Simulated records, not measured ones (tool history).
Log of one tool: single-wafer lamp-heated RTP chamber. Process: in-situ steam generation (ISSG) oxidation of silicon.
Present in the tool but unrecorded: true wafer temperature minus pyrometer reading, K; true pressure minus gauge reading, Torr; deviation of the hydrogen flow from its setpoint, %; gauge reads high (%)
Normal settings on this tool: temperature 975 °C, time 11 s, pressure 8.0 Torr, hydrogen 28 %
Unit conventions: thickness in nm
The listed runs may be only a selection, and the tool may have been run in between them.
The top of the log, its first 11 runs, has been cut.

run	hour	temperature	time	pressure	hydrogen	wafers since the last listed run	wafers since the last pyrometer calibration	hours since the pressure gauge was zeroed	hours since the hydrogen flow controller was replaced	hours since the gauge calibration	read-back reference wafer on the same gauge, thickness	thickness
12	117.1	975	11	8.0	28	230	4575	5145.8	2751.4	404.7	4.697	4.156
13	126.2	975	14	8.0	22	136	4711	5154.9	2760.5	413.8	4.700	4.266
14	137.2	982	15	6.9	28	165	4877	5165.9	2771.5	424.8	4.688	4.774
# hour 141.6: gauge calibrated
15	152.7	989	15	8.7	28	233	5110	5181.4	2787.0	11.1	4.688	4.829
16	162.3	975	11	8.0	28	144	5254	5191.0	2796.6	20.7	4.698	4.138
17	175.2	975	14	8.6	28	193	5448	5203.9	2809.5	33.6	4.692	4.534
18	191.4	975	8	8.0	21	243	5692	5220.1	2825.7	49.8	4.682	3.391
19	206.1	975	11	8.0	28	221	5913	5234.8	2840.4	64.5	4.691	4.116
20	217.9	965	11	8.7	32	177	6090	5246.6	2852.2	76.3	4.687	4.169
21	224.0	963	13	8.0	32	91	6182	5252.7	2858.3	82.4	4.693	4.460

What will run 22 give?
# hour 241.7: pressure gauge zeroed
# hour 242.3: pyrometer window cleaned and pyrometer calibrated
22	242.8	956	9	6.9	25	154	8	1.1	2877.1	101.2	?	?

read-back reference wafer on the same gauge, thickness: 4.694
thickness: 3.560 nm
On a tool with no hidden condition, and with the same random variation, this run would have come out at thickness 3.560 nm.
